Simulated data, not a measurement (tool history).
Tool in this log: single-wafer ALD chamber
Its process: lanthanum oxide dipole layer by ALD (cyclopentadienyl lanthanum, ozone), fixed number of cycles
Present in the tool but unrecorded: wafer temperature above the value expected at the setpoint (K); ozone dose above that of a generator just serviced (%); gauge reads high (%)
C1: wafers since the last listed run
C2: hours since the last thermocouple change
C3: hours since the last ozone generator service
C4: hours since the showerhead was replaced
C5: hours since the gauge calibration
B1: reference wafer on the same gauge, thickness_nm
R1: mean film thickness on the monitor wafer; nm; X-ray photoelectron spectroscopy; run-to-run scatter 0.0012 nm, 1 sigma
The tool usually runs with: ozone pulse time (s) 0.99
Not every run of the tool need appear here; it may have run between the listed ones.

run 1 hour=0.0 | ozone_pulse_time_(s)=0.99 | C1=0 C2=756.2 C3=625.0 C4=4409.1 C5=285.4 | B1=0.528 | R1=0.461
run 2 hour=25.8 | ozone_pulse_time_(s)=0.99 | C1=372 C2=782.0 C3=650.8 C4=4434.9 C5=311.2 | B1=0.528 | R1=0.462
run 3 hour=76.2 | ozone_pulse_time_(s)=0.99 | C1=728 C2=832.4 C3=701.2 C4=4485.3 C5=361.6 | B1=0.528 | R1=0.461
run 4 hour=89.4 | ozone_pulse_time_(s)=0.99 | C1=190 C2=845.6 C3=714.4 C4=4498.5 C5=374.8 | B1=0.528 | R1=0.457
run 5 hour=112.9 | ozone_pulse_time_(s)=0.99 | C1=339 C2=869.1 C3=737.9 C4=4522.0 C5=398.3 | B1=0.528 | R1=0.457
-- hour=149.5 ozone generator serviced
run 6 hour=150.0 | ozone_pulse_time_(s)=0.99 | C1=420 C2=906.2 C3=0.5 C4=4559.1 C5=435.4 | B1=0.527 | R1=0.474
run 7 hour=161.5 | ozone_pulse_time_(s)=0.99 | C1=166 C2=917.7 C3=12.0 C4=4570.6 C5=446.9 | B1=0.528 | R1=0.472
run 8 hour=183.0 | ozone_pulse_time_(s)=0.99 | C1=310 C2=939.2 C3=33.5 C4=4592.1 C5=468.4 | B1=0.528 | R1=0.472
run 9 hour=214.9 | ozone_pulse_time_(s)=0.99 | C1=460 C2=971.1 C3=65.4 C4=4624.0 C5=500.3 | B1=0.528 | R1=0.470
-- hour=234.3 thermocouple changed; heater temperature recalibrated
run 10 hour=243.6 | ozone_pulse_time_(s)=1.29 | C1=299 C2=9.3 C3=94.1 C4=4652.7 C5=529.0 | B1=0.528 | R1=0.499
-- hour=274.4 gauge calibrated
run 11 hour=275.1 | ozone_pulse_time_(s)=0.70 | C1=455 C2=40.8 C3=125.6 C4=4684.2 C5=0.7 | B1=0.528 | R1=0.426
run 12 hour=288.4 | ozone_pulse_time_(s)=1.09 | C1=192 C2=54.1 C3=138.9 C4=4697.5 C5=14.0 | B1=0.528 | R1=0.482
run 13 hour=301.9 | ozone_pulse_time_(s)=0.76 | C1=195 C2=67.6 C3=152.4 C4=4711.0 C5=27.5 | B1=0.528 | R1=0.437
run 14 hour=326.3 | ozone_pulse_time_(s)=1.11 | C1=352 C2=92.0 C3=176.8 C4=4735.4 C5=51.9 | B1=0.528 | R1=0.480
run 15 hour=341.6 | ozone_pulse_time_(s)=0.71 | C1=221 C2=107.3 C3=192.1 C4=4750.7 C5=67.2 | B1=0.528 | R1=0.426
-- hour=360.8 showerhead replaced
run 16 hour=361.4 | ozone_pulse_time_(s)=0.99 | C1=170 C2=127.1 C3=211.9 C4=0.6 C5=87.0 | B1=0.528 | R1=0.469
run 17 hour=386.7 | ozone_pulse_time_(s)=0.68 | C1=365 C2=152.4 C3=237.2 C4=25.9 C5=112.3 | B1=0.528 | R1=0.420
run 18 hour=402.9 | ozone_pulse_time_(s)=0.99 | C1=234 C2=168.6 C3=253.4 C4=42.1 C5=128.5 | B1=0.528 | R1=0.469
run 19 hour=425.7 | ozone_pulse_time_(s)=0.99 | C1=329 C2=191.4 C3=276.2 C4=64.9 C5=151.3 | B1=0.528 | R1=0.465
run 20 hour=442.5 | ozone_pulse_time_(s)=1.18 | C1=242 C2=208.2 C3=293.0 C4=81.7 C5=168.1 | B1=0.528 | R1=0.486
run 21 hour=466.8 | ozone_pulse_time_(s)=1.31 | C1=351 C2=232.5 C3=317.3 C4=106.0 C5=192.4 | B1=0.528 | R1=0.496

4 options for the next run, each taken on its own from the tool as it stands now. Forecast them:
run A hour=467.2 | ozone_pulse_time_(s)=0.77 | C1=5 C2=232.9 C3=317.7 C4=106.4 C5=192.8 | B1=? | R1=?
run B hour=467.2 | ozone_pulse_time_(s)=1.19 | C1=5 C2=232.9 C3=317.7 C4=106.4 C5=192.8 | B1=? | R1=?
run C hour=467.2 | ozone_pulse_time_(s)=0.89 | C1=5 C2=232.9 C3=317.7 C4=106.4 C5=192.8 | B1=? | R1=?
run D hour=467.2 | ozone_pulse_time_(s)=0.80 | C1=5 C2=232.9 C3=317.7 C4=106.4 C5=192.8 | B1=? | R1=?

run=A B1=0.528 R1=0.436
run=B B1=0.528 R1=0.489
run=C B1=0.528 R1=0.455
run=D B1=0.528 R1=0.441
Stripped of hidden state, with their random variation kept, the same runs would have yielded:
run=A R1=0.442
run=B R1=0.493
run=C R1=0.460
run=D R1=0.447
